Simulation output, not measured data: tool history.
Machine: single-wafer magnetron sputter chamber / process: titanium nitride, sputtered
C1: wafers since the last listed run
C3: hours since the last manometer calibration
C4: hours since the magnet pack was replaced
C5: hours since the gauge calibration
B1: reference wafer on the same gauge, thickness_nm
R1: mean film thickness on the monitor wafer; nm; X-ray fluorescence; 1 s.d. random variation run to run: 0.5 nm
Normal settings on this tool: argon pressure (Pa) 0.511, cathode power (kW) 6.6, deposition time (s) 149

{"run": 1, "hour": 0.0, "argon pressure (Pa)": 0.511, "cathode power (kW)": 6.6, "deposition time (s)": 149, "C1": 0, "wafers on the sputter target": 3786, "C3": 2000.7, "C4": 6754.2, "C5": 49.5, "B1": 157.031, "R1": 171.505}
{"run": 2, "hour": 59.2, "argon pressure (Pa)": 0.511, "cathode power (kW)": 5.65, "deposition time (s)": 149, "C1": 679, "wafers on the sputter target": 4465, "C3": 2059.9, "C4": 6813.4, "C5": 108.7, "B1": 156.97, "R1": 153.309}
{"run": 3, "hour": 83.6, "argon pressure (Pa)": 0.511, "cathode power (kW)": 6.6, "deposition time (s)": 149, "C1": 279, "wafers on the sputter target": 4745, "C3": 2084.3, "C4": 6837.8, "C5": 133.1, "B1": 156.934, "R1": 171.947}
{"hour": 155.5, "done": "sputter target and shields replaced"}
{"run": 4, "hour": 156.0, "argon pressure (Pa)": 0.511, "cathode power (kW)": 6.6, "deposition time (s)": 149, "C1": 738, "wafers on the sputter target": 5, "C3": 2156.7, "C4": 6910.2, "C5": 205.5, "B1": 156.905, "R1": 171.75}
{"run": 5, "hour": 198.9, "argon pressure (Pa)": 0.511, "cathode power (kW)": 6.6, "deposition time (s)": 149, "C1": 492, "wafers on the sputter target": 497, "C3": 2199.6, "C4": 6953.1, "C5": 248.4, "B1": 157.108, "R1": 171.72}
{"run": 6, "hour": 269.7, "argon pressure (Pa)": 0.511, "cathode power (kW)": 6.6, "deposition time (s)": 156, "C1": 812, "wafers on the sputter target": 1310, "C3": 2270.4, "C4": 7023.9, "C5": 319.2, "B1": 157.066, "R1": 179.628}
{"run": 7, "hour": 326.5, "argon pressure (Pa)": 0.356, "cathode power (kW)": 6.6, "deposition time (s)": 149, "C1": 651, "wafers on the sputter target": 1961, "C3": 2327.2, "C4": 7080.7, "C5": 376, "B1": 157.066, "R1": 182.001}
{"run": 8, "hour": 396.6, "argon pressure (Pa)": 0.356, "cathode power (kW)": 6.6, "deposition time (s)": 149, "C1": 804, "wafers on the sputter target": 2766, "C3": 2397.3, "C4": 7150.8, "C5": 446.1, "B1": 156.977, "R1": 181.893}
{"run": 9, "hour": 442.2, "argon pressure (Pa)": 0.511, "cathode power (kW)": 6.6, "deposition time (s)": 149, "C1": 523, "wafers on the sputter target": 3289, "C3": 2442.9, "C4": 7196.4, "C5": 491.7, "B1": 157.07, "R1": 172.092}
{"hour": 496.2, "done": "gauge calibrated"}
{"hour": 502.5, "done": "capacitance manometer re-zeroed and calibrated"}
{"run": 10, "hour": 513.2, "argon pressure (Pa)": 0.511, "cathode power (kW)": 6.6, "deposition time (s)": 149, "C1": 722, "wafers on the sputter target": 4012, "C3": 10.7, "C4": 7267.4, "C5": 17, "B1": 156.991, "R1": 171.733}
{"run": 11, "hour": 569.2, "argon pressure (Pa)": 0.511, "cathode power (kW)": 6.6, "deposition time (s)": 140, "C1": 642, "wafers on the sputter target": 4654, "C3": 66.7, "C4": 7323.4, "C5": 73, "B1": 157.116, "R1": 161.244}
{"hour": 622.5, "done": "sputter target and shields replaced"}
{"run": 12, "hour": 624.1, "argon pressure (Pa)": 0.409, "cathode power (kW)": 7.25, "deposition time (s)": 168, "C1": 538, "wafers on the sputter target": 18, "C3": 121.6, "C4": 7378.3, "C5": 127.9, "B1": 156.902, "R1": 215.288}
{"hour": 638.9, "done": "magnet pack replaced"}
{"run": 13, "hour": 669.0, "argon pressure (Pa)": 0.382, "cathode power (kW)": 7.8, "deposition time (s)": 122, "C1": 423, "wafers on the sputter target": 441, "C3": 166.5, "C4": 30.1, "C5": 172.8, "B1": 157.044, "R1": 166.587}
{"run": 14, "hour": 736.5, "argon pressure (Pa)": 0.511, "cathode power (kW)": 6.6, "deposition time (s)": 149, "C1": 774, "wafers on the sputter target": 1216, "C3": 234, "C4": 97.6, "C5": 240.3, "B1": 157.001, "R1": 171.328}
{"run": 15, "hour": 781.4, "argon pressure (Pa)": 0.391, "cathode power (kW)": 6.6, "deposition time (s)": 177, "C1": 515, "wafers on the sputter target": 1731, "C3": 278.9, "C4": 142.5, "C5": 285.2, "B1": 157.072, "R1": 211.676}
{"run": 16, "hour": 846.4, "argon pressure (Pa)": 0.627, "cathode power (kW)": 6.6, "deposition time (s)": 127, "C1": 745, "wafers on the sputter target": 2477, "C3": 343.9, "C4": 207.5, "C5": 350.2, "B1": 156.875, "R1": 140.771}

Hidden state at the last listed run before each entry between runs and at the first one after, where it differs:
Between runs 3 and 4: sputter target and shields replaced (hour 155.5)
  both runs share identical hidden conditions
Between runs 9 and 10: gauge calibrated (hour 496.2); capacitance manometer re-zeroed and calibrated (hour 502.5)
  both runs share identical hidden conditions
Between runs 11 and 12: sputter target and shields replaced (hour 622.5)
  both runs share identical hidden conditions
Between runs 12 and 13: magnet pack replaced (hour 638.9)
  both runs share identical hidden conditions
